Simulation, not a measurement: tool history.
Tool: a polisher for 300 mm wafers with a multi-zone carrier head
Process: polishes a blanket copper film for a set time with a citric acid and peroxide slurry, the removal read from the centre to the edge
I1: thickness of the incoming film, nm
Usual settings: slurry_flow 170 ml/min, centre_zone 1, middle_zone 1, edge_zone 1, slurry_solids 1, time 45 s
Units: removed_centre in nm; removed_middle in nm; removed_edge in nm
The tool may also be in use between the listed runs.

Run 1, day 0: usual settings; I1 505.7. Result: removed_centre 165.7 nm, removed_middle 168.4 nm, removed_edge 162.5 nm.
Run 2, day 0.658: usual settings; I1 501.6. Result: removed_centre 167.1 nm, removed_middle 166.3 nm, removed_edge 162 nm.
Run 3, day 1.35: usual settings; I1 494.6. Result: removed_centre 167.4 nm, removed_middle 168.7 nm, removed_edge 161.4 nm.
Run 4, day 1.679: usual settings; I1 490.7. Result: removed_centre 162.1 nm, removed_middle 167.3 nm, removed_edge 163.1 nm.
Run 5, day 2.321: usual settings; I1 500.5. Result: removed_centre 162.3 nm, removed_middle 167.1 nm, removed_edge 162.6 nm.
Run 6, day 2.642: usual settings; I1 496.9. Result: removed_centre 166 nm, removed_middle 167.3 nm, removed_edge 162.6 nm.
Run 7, day 3.112: usual settings; I1 490.7. Result: removed_centre 162.5 nm, removed_middle 167.1 nm, removed_edge 162.7 nm.
At day 3.258: edge zone pressure recalibrated.
At day 3.304: centre zone pressure recalibrated.
At day 3.488: worn pad replaced by a new one.
Run 8, day 3.704: usual settings; I1 504. Result: removed_centre 162.6 nm, removed_middle 166.2 nm, removed_edge 160 nm.
Run 9, day 4.367: usual settings but slurry_flow 150 ml/min, slurry_solids 1.2; I1 508. Result: removed_centre 167.4 nm, removed_middle 170.2 nm, removed_edge 163.7 nm.
At day 4.996: carrier head's membrane replaced by a new one.
Run 10, day 5.017: usual settings; I1 496.6. Result: removed_centre 167.6 nm, removed_middle 166.2 nm, removed_edge 161.7 nm.
Run 11, day 5.546: usual settings but centre_zone 0.91, middle_zone 0.9, edge_zone 0.96, slurry_solids 1.1; I1 503.9. Result: removed_centre 157.6 nm, removed_middle 157.1 nm, removed_edge 162.2 nm.
Run 12, day 5.938: usual settings but slurry_flow 145 ml/min, centre_zone 0.93, middle_zone 1.04; I1 502.9. Result: removed_centre 152.1 nm, removed_middle 169 nm, removed_edge 159.1 nm.
At day 6.271: slurry nozzle cleaned.
Run 13, day 6.312: usual settings; I1 499.4. Result: removed_centre 169.9 nm, removed_middle 168.6 nm, removed_edge 162.1 nm.
Run 14, day 6.929: usual settings but centre_zone 0.92; I1 502.7. Result: removed_centre 155.1 nm, removed_middle 168 nm, removed_edge 160.9 nm.
At day 7.258: worn pad replaced by a new one.
Run 15, day 7.608: usual settings; I1 499.5. Result: removed_centre 165.4 nm, removed_middle 168.6 nm, removed_edge 164.6 nm.
Run 16, day 8.112: usual settings; I1 507.9. Result: removed_centre 164.6 nm, removed_middle 168.6 nm, removed_edge 162.7 nm.
Run 17, day 10.162: usual settings but slurry_solids 0.9; I1 495.1. Result: removed_centre 159.7 nm, removed_middle 163.3 nm, removed_edge 156.9 nm.
Run 18, day 10.483: usual settings but middle_zone 0.92, edge_zone 1.08, slurry_solids 0.85, time 57 s; I1 498.4. Result: removed_centre 197.6 nm, removed_middle 192 nm, removed_edge 205.4 nm.
At day 10.746: worn pad replaced by a new one.
Run 19, day 10.762: usual settings but slurry_flow 130 ml/min, centre_zone 0.94; I1 508.3. Result: removed_centre 149.2 nm, removed_middle 157.4 nm, removed_edge 151.7 nm.
Run 20, day 11.171: usual settings but slurry_flow 145 ml/min, centre_zone 0.93, middle_zone 1.04; I1 496.2. Result: removed_centre 147.3 nm, removed_middle 165.8 nm, removed_edge 157.5 nm.
Run 21, day 11.821: usual settings but slurry_flow 230 ml/min, middle_zone 1.1, slurry_solids 1.1, time 56 s; I1 502.3. Result: removed_centre 222.2 nm, removed_middle 241.9 nm, removed_edge 214.4 nm.

The tool's hidden state at each run:
removal rate lost through wear of the pad, %: 0 in every run
slurry flow missing at the pad, %: 0 in every run
deviation of the centre zone's pressure from its setpoint, %: 0 in every run
deviation of the edge zone's pressure from its setpoint, %: 0 in every run

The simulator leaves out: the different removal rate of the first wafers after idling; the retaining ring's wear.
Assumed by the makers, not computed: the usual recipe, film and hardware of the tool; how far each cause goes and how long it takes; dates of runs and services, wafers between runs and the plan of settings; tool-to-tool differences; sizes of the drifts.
